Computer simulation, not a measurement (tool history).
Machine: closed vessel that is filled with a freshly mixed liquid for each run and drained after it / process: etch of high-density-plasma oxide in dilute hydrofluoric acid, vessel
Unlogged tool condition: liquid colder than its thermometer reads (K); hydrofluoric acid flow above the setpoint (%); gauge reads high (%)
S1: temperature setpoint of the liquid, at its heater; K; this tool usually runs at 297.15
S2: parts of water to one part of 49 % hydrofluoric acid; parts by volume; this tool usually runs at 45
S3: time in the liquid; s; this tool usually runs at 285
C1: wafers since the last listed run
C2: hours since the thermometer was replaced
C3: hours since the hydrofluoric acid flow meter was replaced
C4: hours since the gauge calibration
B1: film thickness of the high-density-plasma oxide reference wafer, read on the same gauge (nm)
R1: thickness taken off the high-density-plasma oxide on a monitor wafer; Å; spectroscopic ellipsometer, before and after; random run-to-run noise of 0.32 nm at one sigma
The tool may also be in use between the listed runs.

run 1 hour=0 | S1=297.15 S2=55 S3=285 | C1=0 C2=2046.9 C3=1217.2 C4=105.9 | B1=29.99 | R1=424.8
run 2 hour=46.4 | S1=297.15 S2=55 S3=285 | C1=4969 C2=2093.3 C3=1263.6 C4=152.3 | B1=29.98 | R1=426.2
run 3 hour=75.2 | S1=297.15 S2=55 S3=285 | C1=3084 C2=2122.1 C3=1292.4 C4=181.1 | B1=30 | R1=425.1
run 4 hour=109.5 | S1=297.15 S2=45 S3=285 | C1=3673 C2=2156.4 C3=1326.7 C4=215.4 | B1=30.06 | R1=525.6
run 5 hour=180.6 | S1=297.15 S2=45 S3=285 | C1=7615 C2=2227.5 C3=1397.8 C4=286.5 | B1=30 | R1=523.9
run 6 hour=222.3 | S1=297.15 S2=45 S3=415 | C1=4466 C2=2269.2 C3=1439.5 C4=328.2 | B1=30.02 | R1=771.9
run 7 hour=252.9 | S1=297.15 S2=45 S3=415 | C1=3277 C2=2299.8 C3=1470.1 C4=358.8 | B1=30.01 | R1=767.6
run 8 hour=279.9 | S1=297.15 S2=45 S3=415 | C1=2891 C2=2326.8 C3=1497.1 C4=385.8 | B1=30.05 | R1=766
run 9 hour=329.4 | S1=297.15 S2=45 S3=285 | C1=5301 C2=2376.3 C3=1546.6 C4=435.3 | B1=29.97 | R1=533
run 10 hour=372.5 | S1=293.65 S2=60 S3=125 | C1=4616 C2=2419.4 C3=1589.7 C4=478.4 | B1=29.94 | R1=148.2
run 11 hour=418.1 | S1=300.65 S2=55 S3=385 | C1=4884 C2=2465 C3=1635.3 C4=524 | B1=30.01 | R1=671.3
run 12 hour=444.5 | S1=300.65 S2=30 S3=390 | C1=2827 C2=2491.4 C3=1661.7 C4=550.4 | B1=30.04 | R1=1282
-- hour=477.3 thermometer replaced
run 13 hour=478.8 | S1=301.15 S2=45 S3=285 | C1=3566 C2=1.5 C3=1696 C4=584.7 | B1=29.96 | R1=688
-- hour=503.6 hydrofluoric acid flow meter replaced
-- hour=510.7 gauge calibrated
run 14 hour=542.1 | S1=297.15 S2=45 S3=285 | C1=6672 C2=64.8 C3=38.5 C4=31.4 | B1=30 | R1=523.9
run 15 hour=583.3 | S1=295.65 S2=35 S3=390 | C1=4412 C2=106 C3=79.7 C4=72.6 | B1=30.04 | R1=883.5
run 16 hour=650.1 | S1=297.15 S2=45 S3=285 | C1=7154 C2=172.8 C3=146.5 C4=139.4 | B1=30.01 | R1=530.6
run 17 hour=703.2 | S1=299.15 S2=55 S3=425 | C1=5687 C2=225.9 C3=199.6 C4=192.5 | B1=30 | R1=692.5

Predict each of these 5 candidate next runs independently; none follows another, all start after run 17:
run A hour=703.9 | S1=297.15 S2=45 S3=285 | C1=74 C2=226.6 C3=200.3 C4=193.2 | B1=? | R1=?
run B hour=703.9 | S1=301.15 S2=45 S3=450 | C1=74 C2=226.6 C3=200.3 C4=193.2 | B1=? | R1=?
run C hour=703.9 | S1=299.65 S2=50 S3=450 | C1=74 C2=226.6 C3=200.3 C4=193.2 | B1=? | R1=?
run D hour=703.9 | S1=297.15 S2=45 S3=230 | C1=74 C2=226.6 C3=200.3 C4=193.2 | B1=? | R1=?
run E hour=703.9 | S1=297.15 S2=30 S3=285 | C1=74 C2=226.6 C3=200.3 C4=193.2 | B1=? | R1=?

run=A B1=30 R1=526.7
run=B B1=30 R1=979.3
run=C B1=30 R1=823.7
run=D B1=30 R1=425.1
run=E B1=30 R1=805.6
Without the tool's unlogged condition, the same runs would have read:
run=A R1=522.9
run=B R1=971.6
run=C R1=817.4
run=D R1=422
run=E R1=800.3
